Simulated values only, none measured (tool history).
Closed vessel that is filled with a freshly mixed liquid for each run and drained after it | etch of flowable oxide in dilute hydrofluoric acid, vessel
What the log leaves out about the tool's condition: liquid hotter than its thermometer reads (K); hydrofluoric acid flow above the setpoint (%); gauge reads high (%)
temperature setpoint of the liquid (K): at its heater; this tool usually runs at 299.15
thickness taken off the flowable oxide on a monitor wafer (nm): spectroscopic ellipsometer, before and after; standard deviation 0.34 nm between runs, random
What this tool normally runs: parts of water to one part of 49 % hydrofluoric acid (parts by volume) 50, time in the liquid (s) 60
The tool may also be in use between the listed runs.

run,hour,temperature setpoint of the liquid (K),parts of water to one part of 49 % hydrofluoric acid (parts by volume),time in the liquid (s),wafers since the last listed run,hours since the thermometer was replaced,hours since the hydrofluoric acid flow meter was replaced,hours since the gauge calibration,"read-back film thickness of the flowable oxide reference wafer, read on the same gauge (nm)",thickness taken off the flowable oxide on a monitor wafer (nm)
1,0.0,299.15,50,60,0,1611.7,704.5,422.8,40.01,69.20
2,14.5,299.15,50,60,2060,1626.2,719.0,437.3,39.97,69.42
3,29.5,299.15,50,60,2131,1641.2,734.0,452.3,40.02,69.95
4,35.7,299.15,50,60,881,1647.4,740.2,458.5,39.96,69.09
5,47.1,299.15,50,60,1619,1658.8,751.6,469.9,40.02,70.01
6,56.1,299.15,50,60,1278,1667.8,760.6,478.9,40.00,69.20
7,69.0,301.65,50,35,1833,1680.7,773.5,491.8,40.01,44.76
8,80.1,301.65,50,35,1577,1691.8,784.6,502.9,40.04,45.43
9,97.5,299.15,50,60,2472,1709.2,802.0,520.3,40.03,70.78
10,106.3,299.15,50,60,1250,1718.0,810.8,529.1,40.00,70.44
11,121.7,299.15,50,60,2188,1733.4,826.2,544.5,40.00,70.71
12,139.0,299.15,50,60,2458,1750.7,843.5,561.8,40.01,70.55
13,156.6,299.15,50,35,2500,1768.3,861.1,579.4,40.03,41.70
14,174.1,299.15,50,35,2486,1785.8,878.6,596.9,40.03,41.90
# hour 203.3: gauge calibrated
15,212.1,299.15,50,60,5399,1823.8,916.6,8.8,40.01,72.36
16,222.8,303.65,35,60,1520,1834.5,927.3,19.5,40.00,126.26
17,232.0,296.65,40,70,1307,1843.7,936.5,28.7,39.95,96.23
18,246.2,297.65,65,50,2017,1857.9,950.7,42.9,39.98,43.11
# hour 249.6: thermometer replaced
19,254.4,299.15,70,80,1023,4.8,958.9,51.1,40.03,61.32
20,264.9,301.15,40,30,1492,15.3,969.4,61.6,40.00,45.37
21,292.2,299.15,50,60,3879,42.6,996.7,88.9,39.97,66.13
# hour 324.8: hydrofluoric acid flow meter replaced
22,333.0,299.15,50,95,5655,83.4,8.2,129.7,39.97,93.38
23,347.2,299.15,25,50,2017,97.6,22.4,143.9,40.02,103.73
24,363.3,299.15,50,30,2287,113.7,38.5,160.0,40.00,29.46
25,379.7,299.15,50,35,2330,130.1,54.9,176.4,40.00,35.28
26,390.2,303.65,35,60,1492,140.6,65.4,186.9,40.03,102.87
27,403.8,299.15,40,60,1932,154.2,79.0,200.5,40.01,75.35
28,410.0,301.65,30,30,881,160.4,85.2,206.7,39.97,56.91
29,422.9,301.65,50,35,1833,173.3,98.1,219.6,40.02,38.46
30,435.1,299.15,60,60,1733,185.5,110.3,231.8,39.99,49.57
31,442.6,299.15,50,60,1065,193.0,117.8,239.3,39.94,60.59
32,454.1,303.65,40,60,1634,204.5,129.3,250.8,39.99,92.49
33,462.4,296.15,60,40,1179,212.8,137.6,259.1,40.01,29.33
34,473.5,301.15,50,75,1577,223.9,148.7,270.2,40.05,81.89
35,484.4,303.15,60,45,1548,234.8,159.6,281.1,39.99,44.05

Predict each of these 3 candidate next runs independently; none follows another, all start after run 35:
A,485.1,299.15,35,60,99,235.5,160.3,281.8,?,?
B,485.1,302.15,50,60,99,235.5,160.3,281.8,?,?
C,485.1,295.15,35,35,99,235.5,160.3,281.8,?,?

run,"read-back film thickness of the flowable oxide reference wafer, read on the same gauge (nm)",thickness taken off the flowable oxide on a monitor wafer (nm)
A,40.00,88.54
B,40.00,68.40
C,40.00,43.74
With the hidden condition removed and each run's random variation left untouched, the same runs would have given:
run,thickness taken off the flowable oxide on a monitor wafer (nm)
A,84.77
B,65.51
C,41.86

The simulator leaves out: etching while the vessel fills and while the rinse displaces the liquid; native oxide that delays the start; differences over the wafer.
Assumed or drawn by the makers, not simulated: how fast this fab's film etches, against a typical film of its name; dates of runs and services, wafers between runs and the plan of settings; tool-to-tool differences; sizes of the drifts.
